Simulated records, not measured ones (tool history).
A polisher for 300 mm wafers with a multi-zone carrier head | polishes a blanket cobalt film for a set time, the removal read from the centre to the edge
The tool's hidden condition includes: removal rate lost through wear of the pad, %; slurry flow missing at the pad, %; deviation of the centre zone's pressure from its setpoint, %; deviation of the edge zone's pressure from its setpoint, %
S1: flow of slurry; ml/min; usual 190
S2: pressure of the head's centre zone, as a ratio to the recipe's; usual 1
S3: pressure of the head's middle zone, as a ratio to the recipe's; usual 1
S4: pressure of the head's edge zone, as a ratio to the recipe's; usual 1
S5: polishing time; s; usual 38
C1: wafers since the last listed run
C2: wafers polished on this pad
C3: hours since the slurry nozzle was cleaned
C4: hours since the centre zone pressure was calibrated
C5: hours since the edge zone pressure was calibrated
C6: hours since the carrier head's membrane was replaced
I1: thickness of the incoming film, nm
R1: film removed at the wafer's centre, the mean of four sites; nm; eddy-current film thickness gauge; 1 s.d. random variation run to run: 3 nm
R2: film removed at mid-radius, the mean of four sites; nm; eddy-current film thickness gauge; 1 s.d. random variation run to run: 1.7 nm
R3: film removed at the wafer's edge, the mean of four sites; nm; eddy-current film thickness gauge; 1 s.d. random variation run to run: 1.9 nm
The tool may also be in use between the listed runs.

| run | day | S1 | S2 | S3 | S4 | S5 | C1 | C2 | C3 | C4 | C5 | C6 | I1 | R1 | R2 | R3 |
|---|---|---|---|---|---|---|---|---|---|---|---|---|---|---|---|---|
| 1 | 0 | 190 | 1 | 1 | 1 | 38 | 0 | 548 | 482.6 | 1048 | 765.3 | 1404.4 | 1223.9 | 253.3 | 246.6 | 251 |
| 2 | 0.675 | 190 | 1 | 1 | 1 | 38 | 160 | 708 | 498.8 | 1064.2 | 781.5 | 1420.6 | 1218.7 | 252.3 | 249.7 | 254.3 |
| 3 | 1.1 | 190 | 1 | 1 | 1 | 38 | 100 | 809 | 509 | 1074.4 | 791.7 | 1430.8 | 1230.3 | 251.6 | 248.8 | 252.6 |
| 4 | 1.396 | 190 | 1 | 1 | 1 | 38 | 70 | 879 | 516.1 | 1081.5 | 798.8 | 1437.9 | 1215.8 | 251.4 | 248.5 | 251.2 |
| 5 | 2.162 | 190 | 1 | 1 | 1 | 38 | 182 | 1061 | 534.5 | 1099.9 | 817.2 | 1456.3 | 1215.2 | 254.3 | 247.8 | 249.8 |
|  | 2.558 | slurry nozzle cleaned |
| 6 | 2.821 | 190 | 1 | 1 | 1.04 | 38 | 146 | 1208 | 6.3 | 1115.7 | 833 | 1472.1 | 1212.2 | 250.2 | 248.7 | 255.6 |
|  | 3.296 | carrier head's membrane replaced by a new one |
| 7 | 3.538 | 190 | 1 | 1 | 1.04 | 38 | 120 | 1328 | 23.5 | 1132.9 | 850.2 | 5.8 | 1233.4 | 248.4 | 247.5 | 258.3 |
|  | 3.817 | worn pad replaced by a new one |
| 8 | 4.217 | 190 | 1 | 1 | 1 | 38 | 121 | 95 | 39.8 | 1149.2 | 866.5 | 22.1 | 1222.5 | 254 | 246.5 | 252.3 |
| 9 | 4.688 | 190 | 1 | 1 | 1 | 38 | 111 | 207 | 51.1 | 1160.5 | 877.8 | 33.4 | 1224.6 | 257.9 | 248.9 | 253.5 |
|  | 5.171 | edge zone pressure recalibrated |
| 10 | 5.971 | 220 | 1.11 | 0.93 | 0.91 | 38 | 284 | 491 | 81.9 | 1191.3 | 19.2 | 64.2 | 1239.9 | 285.1 | 240 | 246 |
| 11 | 6.371 | 140 | 0.92 | 1 | 1 | 29 | 94 | 586 | 91.5 | 1200.9 | 28.8 | 73.8 | 1248.5 | 167.4 | 177.3 | 183.7 |
|  | 6.612 | centre zone pressure recalibrated |
| 12 | 7.033 | 190 | 0.91 | 1 | 1 | 38 | 137 | 724 | 107.4 | 10.1 | 44.7 | 89.7 | 1253.4 | 227 | 246.5 | 254.9 |
| 13 | 7.429 | 190 | 0.96 | 1 | 1 | 38 | 93 | 818 | 116.9 | 19.6 | 54.2 | 99.2 | 1213.8 | 243.3 | 245.1 | 249.3 |
| 14 | 7.908 | 145 | 1 | 0.91 | 1.1 | 38 | 113 | 932 | 128.4 | 31.1 | 65.7 | 110.7 | 1249.7 | 235.3 | 218.9 | 254 |
| 15 | 8.379 | 190 | 0.9 | 0.95 | 1 | 33 | 111 | 1043 | 139.7 | 42.4 | 77 | 122 | 1234.8 | 196 | 206 | 219 |

Branching from run 15: 3 alternative next runs. What would each branch give?
| A | 8.396 | 190 | 1.11 | 1 | 1 | 38 | 3 | 1047 | 140.1 | 42.8 | 77.4 | 122.4 | 1220.4 | ? | ? | ? |
| B | 8.396 | 165 | 0.89 | 0.94 | 0.95 | 38 | 3 | 1047 | 140.1 | 42.8 | 77.4 | 122.4 | 1220.4 | ? | ? | ? |
| C | 8.396 | 190 | 1 | 1 | 1 | 30 | 3 | 1047 | 140.1 | 42.8 | 77.4 | 122.4 | 1220.4 | ? | ? | ? |

| run | R1 | R2 | R3 |
|---|---|---|---|
| A | 277.1 | 248.9 | 253.5 |
| B | 215.5 | 230.7 | 243 |
| C | 197 | 196.6 | 200.1 |
With no hidden state in the tool, these same runs would have given:
| run | R1 | R2 | R3 |
|---|---|---|---|
| A | 277.1 | 248.9 | 253.5 |
| B | 215.5 | 230.7 | 243 |
| C | 197 | 196.6 | 200.1 |

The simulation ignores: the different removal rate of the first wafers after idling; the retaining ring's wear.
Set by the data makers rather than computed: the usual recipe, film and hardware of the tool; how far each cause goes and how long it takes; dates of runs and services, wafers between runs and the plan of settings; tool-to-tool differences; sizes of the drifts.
